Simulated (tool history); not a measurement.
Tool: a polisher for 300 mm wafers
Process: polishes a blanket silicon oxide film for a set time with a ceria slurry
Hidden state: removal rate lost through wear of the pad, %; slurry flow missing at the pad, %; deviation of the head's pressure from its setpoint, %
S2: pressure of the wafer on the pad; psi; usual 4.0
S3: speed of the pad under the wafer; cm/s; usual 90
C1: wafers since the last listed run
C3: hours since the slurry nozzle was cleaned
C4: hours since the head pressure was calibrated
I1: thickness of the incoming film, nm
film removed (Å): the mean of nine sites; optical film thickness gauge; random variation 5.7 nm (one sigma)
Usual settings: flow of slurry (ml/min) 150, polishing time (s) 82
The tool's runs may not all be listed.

Run 1, hour 0.0: usual settings; C1 0; wafers polished on this pad 463; C3 114.3; C4 278.1; I1 1408.2. Result: film removed (Å) 4318.
At hour 38.9: worn pad replaced by a new one.
Run 2, hour 39.4: usual settings; C1 339; wafers polished on this pad 5; C3 153.7; C4 317.5; I1 1390.9. Result: film removed (Å) 4313.
Run 3, hour 41.7: usual settings; C1 22; wafers polished on this pad 27; C3 156.0; C4 319.8; I1 1387.9. Result: film removed (Å) 4306.
Run 4, hour 79.8: usual settings but polishing time (s) 90; C1 365; wafers polished on this pad 392; C3 194.1; C4 357.9; I1 1389.7. Result: film removed (Å) 4639.
Run 5, hour 90.4: usual settings; C1 101; wafers polished on this pad 494; C3 204.7; C4 368.5; I1 1393.5. Result: film removed (Å) 4191.
Run 6, hour 138.5: usual settings; C1 461; wafers polished on this pad 955; C3 252.8; C4 416.6; I1 1427.7. Result: film removed (Å) 4217.
At hour 144.5: worn pad replaced by a new one.
Run 7, hour 174.9: usual settings; C1 310; wafers polished on this pad 291; C3 289.2; C4 453.0; I1 1402.7. Result: film removed (Å) 4262.
Run 8, hour 183.7: usual settings; C1 84; wafers polished on this pad 376; C3 298.0; C4 461.8; I1 1407.8. Result: film removed (Å) 4153.
Run 9, hour 192.7: usual settings; C1 86; wafers polished on this pad 462; C3 307.0; C4 470.8; I1 1373.0. Result: film removed (Å) 4175.
Run 10, hour 203.8: usual settings but flow of slurry (ml/min) 110, S3 106 cm/s; C1 106; wafers polished on this pad 569; C3 318.1; C4 481.9; I1 1408.0. Result: film removed (Å) 4612.
Run 11, hour 212.0: usual settings but S2 2.8 psi; C1 78; wafers polished on this pad 647; C3 326.3; C4 490.1; I1 1409.5. Result: film removed (Å) 2945.
At hour 222.2: slurry nozzle cleaned.
Run 12, hour 225.8: usual settings; C1 122; wafers polished on this pad 770; C3 3.6; C4 503.9; I1 1390.9. Result: film removed (Å) 4173.
At hour 229.8: head pressure recalibrated.
Run 13, hour 237.6: usual settings but polishing time (s) 102; C1 94; wafers polished on this pad 864; C3 15.4; C4 7.8; I1 1398.3. Result: film removed (Å) 5929.
At hour 242.5: worn pad replaced by a new one.
Run 14, hour 247.7: usual settings; C1 58; wafers polished on this pad 49; C3 25.5; C4 17.9; I1 1421.6. Result: film removed (Å) 4721.
Run 15, hour 259.4: usual settings but flow of slurry (ml/min) 195, S2 4.6 psi; C1 112; wafers polished on this pad 161; C3 37.2; C4 29.6; I1 1393.3. Result: film removed (Å) 5702.
Run 16, hour 275.4: usual settings but S3 102 cm/s, polishing time (s) 74; C1 153; wafers polished on this pad 315; C3 53.2; C4 45.6; I1 1395.7. Result: film removed (Å) 4861.
Run 17, hour 290.3: usual settings but flow of slurry (ml/min) 200, S3 80 cm/s, polishing time (s) 59; C1 142; wafers polished on this pad 458; C3 68.1; C4 60.5; I1 1383.6. Result: film removed (Å) 3141.
Run 18, hour 302.4: usual settings; C1 116; wafers polished on this pad 574; C3 80.2; C4 72.6; I1 1419.2. Result: film removed (Å) 4670.
Run 19, hour 308.9: usual settings but S3 72 cm/s; C1 62; wafers polished on this pad 636; C3 86.7; C4 79.1; I1 1393.5. Result: film removed (Å) 3771.

Forecast each of these 3 alternatives for the next run:
Run A, hour 309.3: usual settings; C1 3; wafers polished on this pad 640; C3 87.1; C4 79.5; I1 1418.7. Result: film removed (Å) ?.
Run B, hour 309.3: usual settings but S2 5.3 psi, S3 108 cm/s; C1 3; wafers polished on this pad 640; C3 87.1; C4 79.5; I1 1418.7. Result: film removed (Å) ?.
Run C, hour 309.3: usual settings but flow of slurry (ml/min) 130, S3 112 cm/s, polishing time (s) 70; C1 3; wafers polished on this pad 640; C3 87.1; C4 79.5; I1 1418.7. Result: film removed (Å) ?.

run  film removed (Å)
  A              4673
  B              7431
  C              4825
Without the tool's hidden state the same runs would have given:
run  film removed (Å)
  A              4824
  B              7670
  C              4981

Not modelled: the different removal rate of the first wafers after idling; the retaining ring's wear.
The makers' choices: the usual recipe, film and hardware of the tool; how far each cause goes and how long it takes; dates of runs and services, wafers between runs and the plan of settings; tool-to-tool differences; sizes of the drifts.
